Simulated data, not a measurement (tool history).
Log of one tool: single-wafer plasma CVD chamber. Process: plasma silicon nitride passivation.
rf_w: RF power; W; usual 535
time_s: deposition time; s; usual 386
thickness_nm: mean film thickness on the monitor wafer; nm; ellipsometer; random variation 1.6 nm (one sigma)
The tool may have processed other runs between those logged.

run    hour  rf_w  time_s  read-back reference wafer on the same gauge, thickness_nm  thickness_nm
  1     0.0   535     386                                                    532.286       584.430
  2    53.3   535     386                                                    532.900       585.819
  3    77.4   535     386                                                    533.122       581.669
  4   117.7   535     406                                                    533.408       616.611
  5   165.3   535     406                                                    532.745       610.548
  6   234.7   490     440                                                    532.379       652.782
  7   279.5   490     440                                                    532.545       651.970
  8   350.6   490     440                                                    532.548       652.141
  9   406.3   485     422                                                    533.373       624.342
 10   512.1   485     422                                                    532.047       620.682
 11   546.6   485     422                                                    532.336       623.763
      649.0  -- gauge calibrated
 12   686.7   535     386                                                    532.771       584.460
 13   753.4   535     386                                                    533.197       583.050
 14   800.9   465     417                                                    533.362       610.521
 15   868.5   535     431                                                    532.883       650.066
      896.7  -- RF generator calibrated
 16   916.3   430     346                                                    532.808       504.675
 17   963.1   490     423                                                    533.219       630.007
 18   995.2   630     435                                                    533.268       690.450
     1005.2  -- showerhead replaced
 19  1044.1   535     386                                                    532.678       588.221
 20  1085.1   535     445                                                    532.603       676.617
 21  1147.1   570     366                                                    532.435       566.288
 22  1172.6   535     424                                                    532.440       646.044
 23  1206.2   575     366                                                    533.218       564.616
 24  1275.2   445     316                                                    533.586       458.990
 25  1304.0   455     439                                                    532.797       643.016
 26  1345.9   490     365                                                    532.523       544.460

Predict the results of run 27:
 27  1380.5   535     386                                                          ?             ?

{"run 27": {"read-back reference wafer on the same gauge, thickness_nm": 533.004, "thickness_nm": 588.452}}
Were there no unlogged condition in the tool, this run, its random variation unchanged, would have produced thickness_nm 594.524 nm.
